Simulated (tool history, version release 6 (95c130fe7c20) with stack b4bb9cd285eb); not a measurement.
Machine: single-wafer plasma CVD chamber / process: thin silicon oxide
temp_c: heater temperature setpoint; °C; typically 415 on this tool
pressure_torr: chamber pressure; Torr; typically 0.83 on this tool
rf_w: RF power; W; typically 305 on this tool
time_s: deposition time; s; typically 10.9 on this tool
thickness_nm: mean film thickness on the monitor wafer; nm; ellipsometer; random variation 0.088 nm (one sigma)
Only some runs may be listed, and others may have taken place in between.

run	hour	temp_c	pressure_torr	rf_w	time_s	read-back reference wafer on the same gauge, thickness_nm	thickness_nm
1	0	415	0.83	330	10.9	23.789	20.388
2	101.5	415	0.83	305	12.3	23.793	22.057
3	150.6	415	0.714	305	10.9	23.779	16.796
4	293	415	0.714	305	10.9	23.815	16.596
5	361.9	415	0.714	305	10.9	23.824	16.628
6	424.8	415	0.746	305	10.9	23.772	17.519
# hour 498.2: gauge calibrated
7	524.2	415	0.83	305	10.9	23.814	19.564
# hour 594.3: showerhead replaced
# hour 751.1: thermocouple changed; heater temperature recalibrated
8	770.8	415	0.83	305	10.9	23.793	19.294
9	811.1	415	0.83	305	10.9	23.81	19.213
10	849.3	415	0.83	305	10.9	23.788	19.187
# hour 932.1: RF generator calibrated
11	951	415	0.83	305	10.9	23.799	18.766
# hour 961.1: capacitance manometer re-zeroed and calibrated
12	1011.2	404	0.83	305	10.9	23.807	18.932
13	1076.7	415	0.732	285	10.9	23.815	15.927
14	1134.2	426	0.83	305	10.9	23.763	18.578
# hour 1195.1: RF generator calibrated, repeated, since the last time left the tool worse
15	1228.9	415	0.83	305	10.9	23.828	19.645
16	1319	428	0.83	280	10.9	23.784	18.708
17	1356	409	0.631	305	10.1	23.772	13.506
18	1421.5	415	0.83	325	10.9	23.777	20.202
19	1461.9	415	0.911	305	9.6	23.795	19.052
20	1568.8	410	0.921	270	10.2	23.782	18.967

What if the next run were any one of these 5? Each begins from the tool's condition after run 20:
A	1569.2	415	0.83	305	10.9	?	?
B	1569.2	424	0.83	305	10.9	?	?
C	1569.2	415	0.83	280	10.9	?	?
D	1569.2	415	0.83	305	9.6	?	?
E	1569.2	409	0.698	345	10.9	?	?

run	read-back reference wafer on the same gauge, thickness_nm	thickness_nm
A	23.799	19.616
B	23.799	19.516
C	23.799	18.777
D	23.799	17.283
E	23.799	17.282
Had the tool no hidden state, the same runs would have come out as:
run	thickness_nm
A	19.771
B	19.671
C	18.937
D	17.42
E	17.414
